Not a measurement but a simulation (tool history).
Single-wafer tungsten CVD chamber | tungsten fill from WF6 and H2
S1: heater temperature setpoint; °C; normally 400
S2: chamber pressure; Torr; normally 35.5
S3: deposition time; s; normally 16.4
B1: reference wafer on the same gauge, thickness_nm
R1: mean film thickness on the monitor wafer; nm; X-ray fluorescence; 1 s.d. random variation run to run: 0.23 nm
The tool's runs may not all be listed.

Run 1, hour 0.0: usual settings; B1 48.164. Result: R1 48.566 nm.
Run 2, hour 26.6: usual settings; B1 48.239. Result: R1 48.967 nm.
Run 3, hour 41.4: usual settings but S2 33.7 Torr; B1 48.204. Result: R1 47.847 nm.
Run 4, hour 55.2: usual settings but S2 33.7 Torr; B1 48.262. Result: R1 47.825 nm.
Run 5, hour 163.1: usual settings but S2 29.3 Torr; B1 48.211. Result: R1 45.554 nm.
Run 6, hour 180.8: usual settings but S3 18.2 s; B1 48.226. Result: R1 53.978 nm.
Run 7, hour 206.0: usual settings but S3 18.2 s; B1 48.138. Result: R1 54.121 nm.
Run 8, hour 243.8: usual settings but S3 18.2 s; B1 48.113. Result: R1 58.605 nm.
Run 9, hour 272.1: usual settings but S2 30.7 Torr; B1 48.148. Result: R1 48.155 nm.
Run 10, hour 287.6: usual settings but S2 30.7 Torr; B1 48.162. Result: R1 48.178 nm.
Run 11, hour 303.5: usual settings but S2 30.7 Torr; B1 48.151. Result: R1 47.575 nm.
Run 12, hour 333.3: usual settings but S1 395 °C; B1 48.210. Result: R1 46.547 nm.
Run 13, hour 346.6: usual settings but S1 414 °C, S2 40.4 Torr, S3 14.7 s; B1 48.195. Result: R1 65.291 nm.
Run 14, hour 369.1: usual settings but S1 389 °C; B1 48.189. Result: R1 40.581 nm.
Run 15, hour 388.8: usual settings but S1 392 °C, S2 41.1 Torr, S3 18.5 s; B1 48.169. Result: R1 52.128 nm.
Run 16, hour 417.0: usual settings but S1 410 °C, S2 38.3 Torr, S3 13.7 s; B1 48.236. Result: R1 53.572 nm.
Run 17, hour 452.3: usual settings but S2 43.8 Torr; B1 48.227. Result: R1 56.929 nm.
Run 18, hour 466.8: usual settings but S1 386 °C; B1 48.149. Result: R1 37.112 nm.
Run 19, hour 496.8: usual settings but S2 32.2 Torr, S3 17.9 s; B1 48.156. Result: R1 51.593 nm.
Run 20, hour 516.3: usual settings; B1 48.260. Result: R1 50.317 nm.
Run 21, hour 532.2: usual settings but S1 385 °C, S2 30.3 Torr, S3 15.4 s; B1 48.165. Result: R1 31.121 nm.
Run 22, hour 559.2: usual settings but S1 404 °C, S2 40.2 Torr, S3 14.9 s; B1 48.115. Result: R1 52.173 nm.
Run 23, hour 588.1: usual settings but S1 405 °C, S2 38.3 Torr, S3 15.3 s; B1 48.213. Result: R1 53.500 nm.
Run 24, hour 616.1: usual settings but S1 385 °C, S2 30.3 Torr, S3 15.4 s; B1 48.176. Result: R1 30.527 nm.

Withheld: 4 entries from between the runs. Position of each, and hidden state at the listed run before versus the listed run after:
In the gap between runs 7 and 8: thermocouple changed; heater temperature recalibrated (hour 243.3)
  wafer temperature above the value expected at the setpoint (K): -4.71 -> -0.928
  difference, measured minus the result without the unlogged condition, R1: -5.609 -> -1.142 nm
In the gap between runs 8 and 9: capacitance manometer re-zeroed and calibrated (hour 256.2); showerhead replaced, of another model than before (hour 257.9)
  wafer temperature above the value expected at the setpoint (K): -0.928 -> -1.2
  difference, measured minus the result without the unlogged condition, R1: -1.142 -> -1.222 nm
In the gap between runs 10 and 11: gauge calibrated (hour 294.6)
  wafer temperature above the value expected at the setpoint (K): -1.35 -> -1.5
  difference, measured minus the result without the unlogged condition, R1: -1.373 -> -1.505 nm

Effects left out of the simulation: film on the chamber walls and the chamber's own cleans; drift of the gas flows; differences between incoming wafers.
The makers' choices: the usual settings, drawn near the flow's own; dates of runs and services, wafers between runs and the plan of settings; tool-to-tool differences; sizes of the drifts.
